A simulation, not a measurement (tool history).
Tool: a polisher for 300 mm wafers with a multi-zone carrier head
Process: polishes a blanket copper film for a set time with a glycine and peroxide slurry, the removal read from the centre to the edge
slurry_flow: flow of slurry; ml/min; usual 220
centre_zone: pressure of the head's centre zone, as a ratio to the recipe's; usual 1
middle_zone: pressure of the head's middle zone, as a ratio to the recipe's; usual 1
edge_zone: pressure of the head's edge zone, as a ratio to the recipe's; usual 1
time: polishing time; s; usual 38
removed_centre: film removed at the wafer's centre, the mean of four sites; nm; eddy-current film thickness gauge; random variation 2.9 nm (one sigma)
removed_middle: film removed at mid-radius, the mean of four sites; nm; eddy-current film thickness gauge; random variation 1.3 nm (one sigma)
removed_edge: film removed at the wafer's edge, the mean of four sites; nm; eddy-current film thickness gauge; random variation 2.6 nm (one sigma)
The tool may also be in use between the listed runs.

run    hour  slurry_flow  centre_zone  middle_zone  edge_zone  time  incoming thickness of the incoming film, nm  removed_centre  removed_middle  removed_edge
  1       0          220            1            1          1    38                                       1859.7           214.8           209.2           204
  2    38.9          220            1            1          1    38                                       1826.6           206.2           208.6         205.6
       65.2  -- centre zone pressure recalibrated
  3   115.1          220            1            1       1.08    38                                       1793.1           204.3           207.7         218.5
      167.9  -- edge zone pressure recalibrated
  4   206.9          220            1            1       1.08    38                                       1826.5           207.7           206.9         214.7
      223.8  -- slurry nozzle cleaned
      246.5  -- carrier head's membrane replaced by a new one
      288.1  -- worn pad replaced by a new one
  5   388.9          205            1            1          1    38                                       1842.4           210.1           210.5         209.2
  6   460.8          205            1            1          1    38                                       1826.4           210.7             211         209.1
      523.2  -- edge zone pressure recalibrated
  7   524.4          220         1.04            1          1    38                                       1832.9           216.1           211.2         211.4
  8   613.8          220         1.04            1          1    38                                       1856.3           221.6           209.1         206.5
      643.2  -- worn pad replaced by a new one
  9   691.9          220         1.04            1          1    38                                       1803.2           212.8           208.6         212.3
 10   799.2          295          0.9          0.9       0.94    38                                       1821.3             189           198.9           209
      833.5  -- edge zone pressure recalibrated
 11   885.7          160         0.92         1.04          1    38                                       1855.4           179.3           201.6         201.5
 12   937.7          180          1.1         1.04          1    47                                       1845.5           265.1           251.7           249
      949.3  -- worn pad replaced by a new one
      966.5  -- carrier head's membrane replaced by a new one
      982.5  -- slurry nozzle cleaned
 13    1025          220            1         1.06          1    44                                       1826.8           249.7             259         244.6
 14  1066.8          220            1            1          1    38                                       1821.2             210           214.1         213.5
       1091  -- centre zone pressure recalibrated
 15  1167.3          240            1         1.08        0.9    38                                       1836.4           210.6           230.7         200.1
     1199.1  -- edge zone pressure recalibrated
     1286.4  -- worn pad replaced by a new one
 16  1349.8          220         1.05            1       1.04    38                                       1832.5           218.6           209.7         212.2
     1519.6  -- edge zone pressure recalibrated
     1558.5  -- carrier head's membrane replaced by a new one
 17  1581.7          220            1            1          1    38                                       1826.2           201.6           208.4           209
     1605.3  -- worn pad replaced by a new one
 18  1641.4          220            1            1       1.08    38                                       1821.8           202.8             205         212.3

Measured less the same run without the tool's hidden state. The same run-to-run variation is in both; the gauge's scatter may not be:
The hidden state here: removal rate lost through wear of the pad, %; slurry flow missing at the pad, %; deviation of the centre zone's pressure from its setpoint, %; deviation of the edge zone's pressure from its setpoint, %.
run  removed_centre  removed_middle  removed_edge
  1              -7            -6.1          -4.4
  2            -7.5            -6.8          -4.9
  3            -8.9              -8          -6.2
  4           -11.1            -9.8          -7.4
  5            -3.4              -3          -2.2
  6            -4.5            -4.1          -2.9
  7            -5.4            -4.7          -3.5
  8            -7.3            -6.2          -4.4
  9            -8.6            -7.5          -5.6
 10            -7.6            -7.2          -5.6
 11           -13.9           -13.8          -9.7
 12           -20.9           -17.5         -12.3
 13            -1.5            -1.4            -1
 14            -1.8            -1.6          -1.3
 15            -3.1              -3          -1.9
 16            -6.5            -5.5          -4.2
 17           -10.5            -9.7          -7.1
 18             -12           -10.8          -8.1

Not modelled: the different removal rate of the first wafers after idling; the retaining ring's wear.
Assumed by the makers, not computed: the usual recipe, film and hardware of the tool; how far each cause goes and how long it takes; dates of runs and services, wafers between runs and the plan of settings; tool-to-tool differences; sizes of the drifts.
